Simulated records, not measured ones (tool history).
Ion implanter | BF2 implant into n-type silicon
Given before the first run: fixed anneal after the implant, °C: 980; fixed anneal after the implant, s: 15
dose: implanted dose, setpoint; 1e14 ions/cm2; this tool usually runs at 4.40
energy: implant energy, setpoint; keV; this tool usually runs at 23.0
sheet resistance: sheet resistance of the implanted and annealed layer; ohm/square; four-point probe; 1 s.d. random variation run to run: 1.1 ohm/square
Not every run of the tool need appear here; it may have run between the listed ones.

run   hour  dose  energy  wafers since the last listed run  hours since the last dose calibration  hours since the extraction supply was calibrated  hours since the gauge calibration  read-back reference wafer on the same gauge, sheet resistance  sheet resistance
  1    0.0  4.40    23.0                                 0                                 1607.4                                            6217.2                              365.6                                                         319.00            278.88
  2   12.0  4.40    23.0                               114                                 1619.4                                            6229.2                              377.6                                                         319.49            277.84
  3   34.5  4.40    23.0                               214                                 1641.9                                            6251.7                              400.1                                                         318.76            277.59
  4   54.4  4.40    23.0                               189                                 1661.8                                            6271.6                              420.0                                                         318.73            278.76
  5   89.8  4.40    23.0                               337                                 1697.2                                            6307.0                              455.4                                                         318.87            280.43
  6  111.7  4.40    23.0                               209                                 1719.1                                            6328.9                              477.3                                                         319.10            279.17
  7  128.2  4.40    23.0                               157                                 1735.6                                            6345.4                              493.8                                                         318.97            277.97
  8  147.5  4.40    23.0                               184                                 1754.9                                            6364.7                              513.1                                                         319.60            279.76
  9  178.2  4.40    20.0                               293                                 1785.6                                            6395.4                              543.8                                                         318.79            288.43
 10  192.0  4.40    20.0                               131                                 1799.4                                            6409.2                              557.6                                                         319.23            288.80
 11  218.6  4.40    23.0                               253                                 1826.0                                            6435.8                              584.2                                                         319.11            277.82
 12  247.7  4.40    23.0                               277                                 1855.1                                            6464.9                              613.3                                                         319.06            277.14
     260.7  -- Faraday cup replaced and dose calibrated
 13  294.6  4.40    23.0                               371                                   33.9                                            6511.8                              660.2                                                         318.96            277.68
     322.5  -- gauge calibrated
 14  325.6  4.40    23.0                               295                                   64.9                                            6542.8                                3.1                                                         319.06            280.17
 15  343.6  4.40    23.0                               171                                   82.9                                            6560.8                               21.1                                                         318.78            279.99
 16  371.2  4.40    23.0                               263                                  110.5                                            6588.4                               48.7                                                         319.04            279.51
 17  404.4  4.40    23.0                               316                                  143.7                                            6621.6                               81.9                                                         318.89            277.47
 18  427.3  4.40    23.0                               218                                  166.6                                            6644.5                              104.8                                                         319.28            279.49
 19  449.4  4.40    18.0                               210                                  188.7                                            6666.6                              126.9                                                         319.17            297.48
     460.7  -- extraction supply calibrated
 20  468.6  3.55    30.0                               106                                  207.9                                               7.9                              146.1                                                         319.10            315.09
 21  495.0  3.49    27.5                               252                                  234.3                                              34.3                              172.5                                                         319.14            318.72
 22  527.1  3.91    23.0                               306                                  266.4                                              66.4                              204.6                                                         319.13            302.99
 23  544.2  4.40    23.0                               163                                  283.5                                              83.5                              221.7                                                         319.10            278.87

Run 24 is up next; what results do you expect?
 24  574.7  3.67    15.0                               291                                  314.0                                             114.0                              252.2                                                              ?                 ?

read-back reference wafer on the same gauge, sheet resistance: 319.27
sheet resistance: 345.65 ohm/square
Take away the tool's hidden state, keep the run-to-run variation as it was, and the same run would have given sheet resistance 345.65 ohm/square.
